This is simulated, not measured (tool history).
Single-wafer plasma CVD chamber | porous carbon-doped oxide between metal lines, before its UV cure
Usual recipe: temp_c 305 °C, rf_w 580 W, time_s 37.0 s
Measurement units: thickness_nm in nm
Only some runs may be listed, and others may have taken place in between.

run	day	temp_c	rf_w	time_s	wafers since the last listed run	hours since the last thermocouple change	hours since the last RF generator calibration	hours since the showerhead was replaced	hours since the gauge calibration	read-back reference wafer on the same gauge, thickness_nm	thickness_nm
1	0.000	305	580	37.0	0	1858.3	1818.2	4204.8	541.0	242.795	229.077
2	1.325	305	580	37.0	505	1890.1	1850.0	4236.6	572.8	243.182	228.547
3	4.004	305	580	37.0	1021	1954.4	1914.3	4300.9	637.1	243.134	226.819
4	6.229	305	580	37.0	848	2007.8	1967.7	4354.3	690.5	242.748	227.789
5	8.512	305	580	37.0	870	2062.6	2022.5	4409.1	745.3	242.855	228.071
6	11.154	305	580	37.0	1006	2126.0	2085.9	4472.5	808.7	242.987	226.799
7	13.433	305	580	37.0	868	2180.7	2140.6	4527.2	863.4	242.684	228.463
8	14.896	305	580	37.0	557	2215.8	2175.7	4562.3	898.5	242.945	228.292
# day 16.458: RF generator calibrated
9	17.117	305	580	37.0	719	2269.1	15.8	4615.6	951.8	243.014	227.367
10	18.692	314	580	37.0	600	2306.9	53.6	4653.4	989.6	243.145	219.442
11	21.412	314	580	37.0	1037	2372.2	118.9	4718.7	1054.9	242.832	217.666
12	23.025	305	580	37.0	614	2410.9	157.6	4757.4	1093.6	242.768	227.098
# day 24.725: thermocouple changed; heater temperature recalibrated
13	24.842	297	550	34.8	565	2.8	201.2	4801.0	1137.2	243.058	222.694
# day 25.579: showerhead replaced
14	26.238	299	535	33.5	404	36.3	234.7	15.8	1170.7	242.443	209.926
# day 27.921: gauge calibrated
15	28.525	305	690	29.8	871	91.2	289.6	70.7	14.5	242.990	205.179
16	29.671	294	580	41.1	436	118.7	317.1	98.2	42.0	243.378	273.069
17	32.333	305	580	37.0	1014	182.6	381.0	162.1	105.9	243.397	232.433
18	34.729	305	660	37.0	913	240.1	438.5	219.6	163.4	243.208	245.997
19	37.000	301	580	37.0	865	294.6	493.0	274.1	217.9	242.946	236.267
20	39.067	314	580	37.0	787	344.2	542.6	323.7	267.5	243.483	222.827
21	41.504	297	580	37.0	929	402.7	601.1	382.2	326.0	242.837	241.530
22	44.146	305	550	39.6	1006	466.1	664.5	445.6	389.4	242.958	240.948
23	45.321	316	685	40.3	447	494.3	692.7	473.8	417.6	243.294	260.759
24	47.050	295	680	44.0	659	535.8	734.2	515.3	459.1	243.170	312.444

Below, some changes in thickness_nm between adjacent runs. For each, the amount present without the hidden state too (settings, incoming material, random variation) and the amount remaining for the hidden state with gauge scatter not shared by both compared results:
What the log doesn't record here: wafer temperature above the value expected at the setpoint (K); delivered RF power above the setpoint (%); gauge reads high (%).
Run 11 -> 12: temp_c 314 -> 305. thickness_nm +9.432 nm: hidden state -0.604, all else +10.036.
Run 12 -> 13: temp_c 305 -> 297, rf_w 580 -> 550, time_s 37.0 -> 34.8, thermocouple changed; heater temperature recalibrated. thickness_nm -4.404 nm: hidden state +6.036, all else -10.440.
Run 15 -> 16: temp_c 305 -> 294, rf_w 690 -> 580, time_s 29.8 -> 41.1. thickness_nm +67.890 nm: hidden state +0.003, all else +67.887.
Run 23 -> 24: temp_c 316 -> 295, rf_w 685 -> 680, time_s 40.3 -> 44.0. thickness_nm +51.685 nm: hidden state -0.432, all else +52.117.
